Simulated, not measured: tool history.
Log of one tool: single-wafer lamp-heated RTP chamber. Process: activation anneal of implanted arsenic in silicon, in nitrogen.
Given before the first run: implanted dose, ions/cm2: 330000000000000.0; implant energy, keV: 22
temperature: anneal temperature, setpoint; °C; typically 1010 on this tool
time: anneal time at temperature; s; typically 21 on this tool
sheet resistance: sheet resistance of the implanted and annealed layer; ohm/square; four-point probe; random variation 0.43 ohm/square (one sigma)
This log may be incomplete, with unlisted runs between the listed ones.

run   hour  temperature  time  read-back reference wafer on the same gauge, sheet resistance  sheet resistance
  1    0.0         1010    21                                                         323.80            286.61
  2   26.5         1010    21                                                         323.91            287.20
  3   58.1         1010    21                                                         323.83            286.77
  4   87.2         1004    21                                                         324.25            287.37
  5  122.6         1004    21                                                         324.00            287.97
  6  142.3         1004    21                                                         323.77            287.38
  7  159.4         1010    21                                                         324.01            285.95
  8  189.3         1010    21                                                         323.88            286.93
  9  235.2         1010    21                                                         323.93            286.42
     269.4  -- pyrometer window cleaned and pyrometer calibrated
 10  269.9         1010    21                                                         324.01            288.07
 11  286.3         1010    21                                                         324.10            288.14
 12  314.1         1010    21                                                         324.19            288.88
 13  347.4         1010    21                                                         323.86            288.31
 14  360.0         1010    21                                                         323.66            287.91
     372.3  -- gauge calibrated
 15  373.0         1010    21                                                         324.07            287.68
 16  395.0         1010    21                                                         323.93            288.06
 17  418.6         1020    21                                                         324.12            285.34
 18  438.8         1018    15                                                         323.67            288.62
 19  451.2         1020    21                                                         324.23            286.10
 20  474.7          984    27                                                         324.12            289.24
     492.9  -- reflector plate cleaned
 21  493.4         1019    31                                                         324.17            284.28
 22  505.8         1010    21                                                         323.91            287.87
 23  518.3         1004    21                                                         324.10            287.51
 24  552.0         1038    12                                                         324.10            287.03
 25  564.5          981    13                                                         324.13            292.27
 26  643.8         1010    21                                                         323.96            286.87
 27  667.8         1010    21                                                         323.93            287.02
 28  691.1         1025    10                                                         323.96            289.19
 29  717.8         1029    11                                                         323.95            287.85
 30  748.6          992    16                                                         323.90            290.78
 31  782.4         1018    26                                                         323.93            284.44
 32  807.0         1033    13                                                         323.84            286.40
 33  839.0         1000    21                                                         323.82            288.74
 34  871.5         1010    30                                                         323.98            284.34
 35  890.2         1020    21                                                         324.25            285.55
 36  905.2         1010    21                                                         323.82            286.24
 37  924.8         1026    21                                                         324.18            283.94
 38  939.3         1010    21                                                         323.93            286.21

3 ways to go on from here, each from the tool as it stands after run 38. What would each give?
  A  939.7         1010    21                                                              ?                 ?
  B  939.7          997    17                                                              ?                 ?
  C  939.7          997    10                                                              ?                 ?

run  read-back reference wafer on the same gauge, sheet resistance  sheet resistance
  A                                                         323.96            286.78
  B                                                         323.96            289.27
  C                                                         323.96            291.53
With no hidden state in the tool, these same runs would have given:
run  sheet resistance
  A            288.23
  B            290.44
  C            292.52

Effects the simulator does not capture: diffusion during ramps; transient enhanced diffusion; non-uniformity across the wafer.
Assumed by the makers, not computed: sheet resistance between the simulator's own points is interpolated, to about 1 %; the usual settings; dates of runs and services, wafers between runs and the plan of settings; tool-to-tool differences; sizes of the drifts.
